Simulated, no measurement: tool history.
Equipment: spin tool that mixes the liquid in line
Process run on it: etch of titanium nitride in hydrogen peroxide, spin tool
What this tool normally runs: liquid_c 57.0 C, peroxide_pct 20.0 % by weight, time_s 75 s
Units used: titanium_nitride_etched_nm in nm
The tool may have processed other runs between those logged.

run,hour,liquid_c,peroxide_pct,time_s,"read-back film thickness of the titanium nitride reference wafer, read on the same gauge (nm)",titanium_nitride_etched_nm
1,0.0,64.5,20.0,75,100.01,9.53
2,12.4,64.5,20.0,75,100.02,9.64
3,47.0,57.0,20.0,75,99.99,5.68
4,82.7,57.0,20.0,75,100.03,5.68
5,115.7,57.0,20.0,75,100.03,5.75
6,140.2,57.0,20.0,75,100.06,5.66
7,170.3,57.0,20.0,75,99.98,5.72
8,183.0,57.0,20.0,75,99.98,5.63
9,199.4,57.0,20.0,110,100.02,8.33
10,220.7,57.0,23.0,75,100.00,5.82
# hour 225.1: gauge calibrated
11,239.8,54.0,16.0,65,99.99,3.78
# hour 259.6: thermometer replaced
12,271.1,51.0,15.0,55,100.02,2.97
13,292.7,63.0,21.5,110,100.04,15.12
# hour 294.5: heated supply line repaired
14,305.8,57.0,16.0,75,100.06,6.40
15,332.7,53.5,20.0,75,100.00,5.15
# hour 339.4: peroxide flow meter replaced
# hour 349.3: new drum of peroxide connected
16,361.8,57.0,24.0,90,100.01,8.31
17,384.0,57.0,20.0,75,99.99,6.62
18,404.8,62.0,25.5,75,99.99,9.68
19,438.2,57.0,20.0,75,100.01,6.60

What if the next run were any one of these 5? Each begins from the tool's condition after run 19:
A,438.6,57.0,20.0,75,?,?
B,438.6,57.0,14.5,55,?,?
C,438.6,61.5,24.0,75,?,?
D,438.6,64.0,16.5,75,?,?
E,438.6,66.0,20.0,90,?,?

run,"read-back film thickness of the titanium nitride reference wafer, read on the same gauge (nm)",titanium_nitride_etched_nm
A,99.96,6.59
B,99.96,4.51
C,99.96,9.32
D,99.96,10.17
E,99.96,14.51
The same runs, with their run-to-run variation unchanged, on a tool lacking any hidden condition would have given:
run,titanium_nitride_etched_nm
A,6.73
B,4.61
C,9.52
D,10.39
E,14.81

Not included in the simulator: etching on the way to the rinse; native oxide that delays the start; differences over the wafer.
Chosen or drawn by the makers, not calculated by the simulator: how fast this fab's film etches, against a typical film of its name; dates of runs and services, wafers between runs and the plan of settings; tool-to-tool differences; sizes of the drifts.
